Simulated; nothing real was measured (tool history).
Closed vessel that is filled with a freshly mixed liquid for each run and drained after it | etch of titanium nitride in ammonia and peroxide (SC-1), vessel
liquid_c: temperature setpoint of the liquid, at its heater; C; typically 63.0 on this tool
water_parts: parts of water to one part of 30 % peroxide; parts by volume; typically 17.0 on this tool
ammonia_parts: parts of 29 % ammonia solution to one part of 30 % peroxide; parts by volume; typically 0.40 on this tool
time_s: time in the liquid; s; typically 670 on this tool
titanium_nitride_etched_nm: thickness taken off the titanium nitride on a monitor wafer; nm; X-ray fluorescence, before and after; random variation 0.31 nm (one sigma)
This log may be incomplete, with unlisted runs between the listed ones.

run,hour,liquid_c,water_parts,ammonia_parts,time_s,"read-back film thickness of the titanium nitride reference wafer, read on the same gauge (nm)",titanium_nitride_etched_nm
1,0.0,63.0,17.0,0.40,670,140.00,53.45
2,50.1,63.0,17.0,0.40,670,140.00,53.78
3,64.3,63.0,17.0,0.40,670,140.02,53.68
4,90.0,63.0,17.0,0.40,670,140.01,53.31
5,117.2,63.0,17.0,0.40,670,139.98,53.51
# hour 130.8: thermometer replaced
6,135.0,63.0,17.0,0.40,670,139.99,53.58
7,149.8,63.0,17.0,0.40,670,139.99,53.66
8,167.0,63.0,17.0,0.40,670,139.99,53.74
9,193.3,57.0,17.0,0.40,670,140.00,36.01
10,225.6,57.0,17.0,0.40,670,140.00,35.95
11,238.8,63.0,17.0,0.40,670,140.00,53.42
# hour 241.0: ammonia flow meter replaced
12,261.9,58.0,22.0,0.20,895,140.00,38.91
13,279.6,63.0,17.0,0.40,670,140.01,53.90
14,311.2,68.0,17.0,0.20,425,140.01,40.92
15,336.6,53.0,17.0,0.40,670,140.01,27.31
16,361.8,56.0,17.0,0.35,430,140.01,20.88
17,394.9,59.0,17.0,0.40,670,139.98,40.59
18,413.4,63.0,17.0,0.40,670,139.98,52.68
# hour 426.4: new drum of ammonia solution connected
19,440.7,70.0,17.0,0.40,670,140.00,84.29
20,453.8,70.0,17.0,0.50,670,139.99,88.42
# hour 463.3: gauge calibrated
21,487.5,63.0,17.0,0.40,670,139.99,54.17
22,562.0,68.5,22.0,0.40,880,140.00,86.75
23,592.0,63.0,17.0,0.40,670,140.00,54.02
24,618.6,69.0,20.0,0.35,900,140.01,93.93
25,652.3,53.5,13.5,0.40,670,139.98,32.50
26,672.7,54.0,24.5,0.55,670,140.00,25.77
27,688.2,55.0,17.0,0.25,670,140.01,28.89
28,721.5,63.0,17.0,0.55,820,140.00,69.85

Branching from run 28: 4 alternative next runs. What would each branch give?
A,722.3,55.0,17.0,0.40,670,?,?
B,722.3,63.0,17.0,0.40,875,?,?
C,722.3,55.5,12.5,0.25,820,?,?
D,722.3,63.0,17.0,0.25,1065,?,?

run,"read-back film thickness of the titanium nitride reference wafer, read on the same gauge (nm)",titanium_nitride_etched_nm
A,140.00,31.87
B,140.00,70.54
C,140.00,43.73
D,140.00,78.51
Stripped of hidden state, with their random variation kept, the same runs would have yielded:
run,titanium_nitride_etched_nm
A,32.33
B,71.57
C,44.37
D,79.69
